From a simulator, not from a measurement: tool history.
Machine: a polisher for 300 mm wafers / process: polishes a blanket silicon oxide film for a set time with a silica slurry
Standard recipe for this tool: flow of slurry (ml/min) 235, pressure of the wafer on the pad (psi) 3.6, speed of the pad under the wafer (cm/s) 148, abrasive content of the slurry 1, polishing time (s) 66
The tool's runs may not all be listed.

run,hour,flow of slurry (ml/min),pressure of the wafer on the pad (psi),speed of the pad under the wafer (cm/s),abrasive content of the slurry,polishing time (s),"incoming thickness of the incoming film, nm",film removed (nm)
1,0,235,3.6,148,1,60,756.1,204.4
2,17.8,235,3.6,148,1,60,775.9,202.1
3,49.5,235,3.6,148,1,66,771.7,220.2
4,75.2,235,2.7,148,1,66,757.8,165.9
# hour 86.2: slurry blender recalibrated
# hour 103.6: worn pad replaced by a new one
5,104.1,235,2.7,148,1,66,755.2,166.1
6,120,235,3.6,148,1,66,766.3,214.7
7,138.1,235,3.6,148,1.1,48,763.6,162.1
8,242.1,235,3.6,148,1.1,66,773.4,222
# hour 258.8: worn pad replaced by a new one
9,259.3,235,3.6,148,1.1,66,783.6,221.4
10,274.2,235,3.6,148,1,66,757.8,214.3
11,299.2,300,3.6,148,1,66,770.6,218.1
# hour 306.3: conditioning disc replaced and pad reconditioned
# hour 308.1: slurry nozzle cleaned
12,320.1,235,3.6,148,1,66,764.1,233.1
# hour 392.5: worn pad replaced by a new one
13,395,235,4.3,148,1,57,752.9,224.2
14,407.6,235,3.1,148,1,84,766.1,245.3
15,422.7,255,3.6,192,1.3,66,769.9,291.3
# hour 445.8: head pressure recalibrated
16,458.5,315,3.6,148,1,76,762.3,257.5
17,477.4,235,2.3,120,1,66,761.3,126.2
18,490.5,300,3.6,162,0.85,55,758.8,183
19,503.9,235,3.6,148,1,66,781.4,216.6
# hour 517.2: slurry blender recalibrated
20,517.7,235,3.6,148,1,66,787.2,211.8
21,533.8,290,3.6,148,1,66,771,216.8
# hour 549.2: worn pad replaced by a new one
22,562.3,235,3.6,148,0.7,66,766.9,179.6
23,577.6,235,4.2,148,0.75,66,770,213.6
24,591.3,270,3.6,148,1,73,768.2,239.3
25,626.8,235,2.7,148,1,66,769.7,164.4

Branching from run 25: 5 alternative next runs. What would each branch give?
A,627.2,235,3.6,148,1,66,766.2,?
B,627.2,235,2.8,128,1,66,766.2,?
C,627.2,290,3.2,194,1,56,766.2,?
D,627.2,160,4,148,1.25,66,766.2,?
E,627.2,235,3.6,162,1,66,766.2,?

run,film removed (nm)
A,211.9
B,155
C,193.9
D,240.5
E,223.2
Without the tool's hidden state the same runs would have given:
run,film removed (nm)
A,239.6
B,169.7
C,221.9
D,275.1
E,254.4

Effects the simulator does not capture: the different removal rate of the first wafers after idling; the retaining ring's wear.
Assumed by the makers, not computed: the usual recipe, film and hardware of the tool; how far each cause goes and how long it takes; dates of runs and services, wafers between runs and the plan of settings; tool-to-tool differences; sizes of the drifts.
